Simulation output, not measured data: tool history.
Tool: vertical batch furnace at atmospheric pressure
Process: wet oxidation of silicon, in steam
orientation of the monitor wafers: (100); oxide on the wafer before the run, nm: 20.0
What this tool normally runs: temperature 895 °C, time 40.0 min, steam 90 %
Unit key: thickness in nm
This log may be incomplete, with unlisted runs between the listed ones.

run,day,temperature,time,steam,"read-back reference wafer on the same gauge, thickness",thickness
1,0.000,895,47.0,90,99.41,127.35
2,1.383,895,40.0,96,99.10,118.65
3,1.958,895,40.0,96,99.24,118.04
4,3.321,895,40.0,96,98.84,118.99
5,4.712,895,40.0,90,98.85,112.66
6,5.725,895,26.0,90,98.66,81.38
7,6.754,895,26.0,90,98.59,80.67
8,7.483,895,26.0,90,98.61,82.27
9,8.325,895,40.0,90,98.61,111.38
10,12.771,895,40.0,90,98.20,110.98
11,13.546,895,40.0,90,98.19,112.20
12,14.512,906,46.0,90,98.03,140.47
13,15.504,906,46.0,90,97.73,142.81
14,16.271,903,40.0,90,97.48,122.98
15,17.450,903,40.0,90,97.66,121.80
16,18.458,895,22.0,90,97.61,72.03
17,19.533,915,40.0,90,97.20,139.30
18,20.638,895,24.0,96,97.42,79.69
19,24.208,885,34.5,90,97.10,87.10
20,24.817,905,26.5,80,96.92,84.16
21,26.171,913,56.0,97,96.52,187.82
22,27.025,874,21.0,95,101.11,58.86
23,27.900,895,47.0,90,101.27,131.02
24,28.867,895,27.0,96,101.34,90.07
25,29.546,917,27.0,82,101.42,101.21
26,30.467,877,40.0,90,100.99,92.43
27,31.433,895,40.0,90,100.86,115.09
28,32.492,876,24.5,94,100.99,65.88
29,33.921,916,26.5,85,101.02,102.70
30,35.338,910,31.0,97,100.19,118.31
31,36.617,917,22.0,97,100.67,99.32
32,37.358,884,49.5,86,100.34,112.41
33,38.392,895,58.5,90,100.37,154.16
34,39.350,873,40.0,90,100.23,85.92
35,40.492,895,40.0,90,100.11,114.25
36,41.742,886,21.0,90,99.94,64.22
37,42.738,873,53.5,90,100.13,106.80
38,44.167,895,23.5,90,99.88,77.17
39,44.688,895,40.0,90,99.73,113.82

Not shown: 3 entries that the log had between the listed runs. Between which runs, and how does the tool's hidden state differ before and after?
Run 9 -> run 10: thermocouples replaced and temperature profile calibrated (day 12.233)
  gauge reads high (%): -3.43 -> -3.86
  measured minus no-state result, thickness: -3.95 -> -4.45 nm
Run 18 -> run 19: steam generator serviced (day 24.188)
  gauge reads high (%): -4.61 -> -4.96
  measured minus no-state result, thickness: -3.86 -> -4.54 nm
Run 21 -> run 22: gauge calibrated (day 26.296)
  gauge reads high (%): -5.15 -> -0.58
  measured minus no-state result, thickness: -10.18 -> -0.34 nm
